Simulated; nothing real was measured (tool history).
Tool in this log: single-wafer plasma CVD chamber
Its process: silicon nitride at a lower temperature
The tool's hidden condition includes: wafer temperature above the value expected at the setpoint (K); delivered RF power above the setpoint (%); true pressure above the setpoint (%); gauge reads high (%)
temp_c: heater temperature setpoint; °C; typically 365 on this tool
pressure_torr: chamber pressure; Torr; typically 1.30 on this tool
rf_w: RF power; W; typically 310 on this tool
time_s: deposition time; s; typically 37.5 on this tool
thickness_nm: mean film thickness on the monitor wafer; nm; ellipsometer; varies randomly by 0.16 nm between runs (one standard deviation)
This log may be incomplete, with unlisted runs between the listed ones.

run,hour,temp_c,pressure_torr,rf_w,time_s,wafers since the last listed run,hours since the last thermocouple change,hours since the last RF generator calibration,hours since the last manometer calibration,hours since the showerhead was replaced,hours since the gauge calibration,"read-back reference wafer on the same gauge, thickness_nm",thickness_nm
1,0.0,365,1.30,310,37.5,0,527.6,654.3,830.5,3643.6,474.7,46.847,45.347
2,73.2,365,1.30,310,37.5,1730,600.8,727.5,903.7,3716.8,547.9,46.933,45.253
3,131.2,365,1.30,310,37.5,1370,658.8,785.5,961.7,3774.8,605.9,46.932,44.868
4,184.7,365,1.30,310,37.5,1264,712.3,839.0,1015.2,3828.3,659.4,46.868,45.111
5,259.4,365,1.30,310,37.5,1765,787.0,913.7,1089.9,3903.0,734.1,46.935,44.689
6,322.6,365,1.30,310,37.5,1493,850.2,976.9,1153.1,3966.2,797.3,46.806,44.937
7,405.9,365,1.30,310,37.5,1968,933.5,1060.2,1236.4,4049.5,880.6,46.798,44.379
8,470.8,365,1.30,310,37.5,1534,998.4,1125.1,1301.3,4114.4,945.5,46.913,44.701
# hour 510.8: RF generator calibrated
9,559.9,365,1.30,310,40.5,1916,1087.5,49.1,1390.4,4203.5,1034.6,46.905,49.890
# hour 573.7: thermocouple changed; heater temperature recalibrated
# hour 611.5: gauge calibrated
10,652.6,365,1.30,310,40.5,2002,78.9,141.8,1483.1,4296.2,41.1,46.906,49.408
# hour 723.3: showerhead replaced
11,742.2,372,1.30,365,37.5,1928,168.5,231.4,1572.7,18.9,130.7,46.953,49.113
12,817.4,378,1.53,285,37.5,1777,243.7,306.6,1647.9,94.1,205.9,46.884,45.224
13,886.2,365,1.30,310,37.5,1626,312.5,375.4,1716.7,162.9,274.7,46.932,45.069
14,978.2,365,1.30,360,37.5,2174,404.5,467.4,1808.7,254.9,366.7,46.965,48.315
# hour 1055.7: capacitance manometer re-zeroed and calibrated
15,1070.5,365,1.30,310,37.5,1992,496.8,559.7,14.8,347.2,459.0,47.006,45.505
16,1150.3,365,1.30,280,37.5,1886,576.6,639.5,94.6,427.0,538.8,46.842,43.562
17,1224.8,365,1.30,310,37.5,1760,651.1,714.0,169.1,501.5,613.3,46.957,45.114
18,1309.4,365,1.55,310,34.4,1999,735.7,798.6,253.7,586.1,697.9,46.893,43.245
19,1388.7,365,1.30,310,37.5,1874,815.0,877.9,333.0,665.4,777.2,46.927,45.537
20,1494.8,365,1.30,345,40.6,2507,921.1,984.0,439.1,771.5,883.3,46.879,51.351
21,1582.1,365,1.20,275,37.5,2063,1008.4,1071.3,526.4,858.8,970.6,46.996,41.803

Hidden state at the last listed run before each entry between runs and at the first one after, where it differs:
Logged between run 8 and run 9: RF generator calibrated (hour 510.8)
  delivered RF power above the setpoint (%): -7.9 -> -1.05; true pressure above the setpoint (%): -4.35 -> -4.84
  measured result minus the result with no hidden state, thickness_nm: -2.316 -> -0.911 nm
Logged between run 9 and run 10: thermocouple changed; heater temperature recalibrated (hour 573.7); gauge calibrated (hour 611.5)
  delivered RF power above the setpoint (%): -1.05 -> -2.58; true pressure above the setpoint (%): -4.84 -> -5.38
  measured result minus the result with no hidden state, thickness_nm: -0.911 -> -1.346 nm
Logged between run 10 and run 11: showerhead replaced (hour 723.3)
  delivered RF power above the setpoint (%): -2.58 -> -3.74; true pressure above the setpoint (%): -5.38 -> -5.93
  measured result minus the result with no hidden state, thickness_nm: -1.346 -> -1.664 nm
Logged between run 14 and run 15: capacitance manometer re-zeroed and calibrated (hour 1055.7)
  delivered RF power above the setpoint (%): -5.75 -> -6.25; true pressure above the setpoint (%): -7.55 -> -0.273
  measured result minus the result with no hidden state, thickness_nm: -2.339 -> -1.433 nm
